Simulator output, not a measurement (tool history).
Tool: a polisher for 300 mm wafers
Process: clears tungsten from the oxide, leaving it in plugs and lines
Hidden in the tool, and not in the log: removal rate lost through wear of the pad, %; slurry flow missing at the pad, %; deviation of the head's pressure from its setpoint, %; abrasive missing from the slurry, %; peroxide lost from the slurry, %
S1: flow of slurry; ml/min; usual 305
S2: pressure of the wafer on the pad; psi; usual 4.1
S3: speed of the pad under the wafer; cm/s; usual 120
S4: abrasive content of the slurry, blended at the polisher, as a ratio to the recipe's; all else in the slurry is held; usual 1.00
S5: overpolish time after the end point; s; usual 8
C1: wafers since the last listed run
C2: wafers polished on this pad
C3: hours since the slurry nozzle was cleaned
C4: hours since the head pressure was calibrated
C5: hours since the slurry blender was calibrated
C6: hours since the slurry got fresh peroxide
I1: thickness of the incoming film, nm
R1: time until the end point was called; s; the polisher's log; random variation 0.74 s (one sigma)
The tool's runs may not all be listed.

run	hour	S1	S2	S3	S4	S5	C1	C2	C3	C4	C5	C6	I1	R1
1	0.0	305	4.1	120	1.00	8	0	1580	266.6	174.5	7.1	62.5	314.6	47.1
# hour 30.2: worn pad replaced by a new one
2	30.7	305	4.1	120	1.00	8	303	5	297.3	205.2	37.8	93.2	310.1	42.1
3	42.3	305	4.1	120	1.00	8	131	137	308.9	216.8	49.4	104.8	306.1	42.1
4	60.5	305	3.0	120	1.00	8	206	343	327.1	235.0	67.6	123.0	305.5	58.8
5	72.8	305	3.0	120	1.00	8	139	483	339.4	247.3	79.9	135.3	310.8	61.1
# hour 83.6: slurry tank refilled with fresh slurry and peroxide
6	99.0	305	4.1	120	1.10	8	286	769	365.6	273.5	106.1	15.4	313.9	44.3
7	118.0	305	4.1	120	1.10	8	215	985	384.6	292.5	125.1	34.4	310.9	44.3
# hour 132.3: slurry nozzle cleaned
8	132.8	305	4.1	120	1.10	8	156	1142	0.5	307.3	139.9	49.2	307.5	46.0
# hour 139.5: head pressure recalibrated
9	161.1	305	4.6	120	1.20	8	298	1440	28.8	21.6	168.2	77.5	308.8	42.2
# hour 169.3: slurry blender recalibrated
10	177.4	305	4.6	120	1.20	8	162	1603	45.1	37.9	8.1	93.8	308.2	39.4
11	192.7	305	4.6	120	1.20	8	173	1777	60.4	53.2	23.4	109.1	307.3	39.8
# hour 209.0: worn pad replaced by a new one
12	209.5	305	4.1	120	1.20	8	145	5	77.2	70.0	40.2	125.9	306.7	40.7
13	223.1	250	4.1	120	1.00	8	154	159	90.8	83.6	53.8	139.5	315.6	44.4
14	242.4	405	4.1	152	1.00	8	219	378	110.1	102.9	73.1	158.8	308.3	32.9
# hour 262.1: slurry tank refilled with fresh slurry and peroxide
# hour 349.3: slurry blender recalibrated
15	349.8	305	4.1	120	1.00	8	1185	1564	217.5	210.3	0.5	87.7	309.4	46.1
# hour 378.0: worn pad replaced by a new one
# hour 434.3: slurry tank refilled with fresh slurry and peroxide
16	439.1	345	4.1	96	0.75	11	957	682	306.8	299.6	89.8	4.8	311.6	56.0
17	475.0	305	4.9	132	0.90	9	407	1090	342.7	335.5	125.7	40.7	309.2	36.2
# hour 482.2: head pressure recalibrated
# hour 484.8: slurry blender recalibrated
18	510.1	305	4.1	120	1.00	8	353	1443	377.8	27.9	25.3	75.8	309.9	46.3
# hour 531.0: slurry nozzle cleaned
19	533.0	250	4.1	150	1.00	8	248	1692	2.0	50.8	48.2	98.7	311.1	39.6
20	549.5	305	4.1	120	1.00	8	187	1879	18.5	67.3	64.7	115.2	313.8	51.5
# hour 559.0: worn pad replaced by a new one
21	580.9	305	4.1	120	1.00	8	311	248	49.9	98.7	96.1	146.6	309.0	43.6
# hour 599.4: slurry tank refilled with fresh slurry and peroxide
22	616.2	305	4.1	148	1.00	8	389	638	85.2	134.0	131.4	16.8	311.0	36.1
# hour 626.3: slurry blender recalibrated
23	645.4	305	4.1	120	1.00	8	308	947	114.4	163.2	19.1	46.0	307.4	43.7
24	679.0	305	4.1	120	1.00	11	381	1329	148.0	196.8	52.7	79.6	312.8	46.0
# hour 699.9: worn pad replaced by a new one
25	710.5	305	4.1	120	1.00	8	312	120	179.5	228.3	84.2	111.1	307.6	42.0
# hour 767.3: slurry blender recalibrated
26	774.9	305	3.4	134	1.00	8	708	828	243.9	292.7	7.6	175.5	310.1	45.6

4 ways to go on from here, each from the tool as it stands after run 26. What would each give?
A	775.3	305	4.1	140	1.00	8	4	833	244.3	293.1	8.0	175.9	307.6	?
B	775.3	370	5.5	120	1.00	12	4	833	244.3	293.1	8.0	175.9	307.6	?
C	775.3	305	2.9	120	1.00	8	4	833	244.3	293.1	8.0	175.9	307.6	?
D	775.3	305	2.9	84	1.20	12	4	833	244.3	293.1	8.0	175.9	307.6	?

run	R1
A	36.6
B	31.3
C	60.3
D	83.0
Without the tool's hidden state the same runs would have given:
run	R1
A	35.4
B	30.3
C	58.5
D	80.4
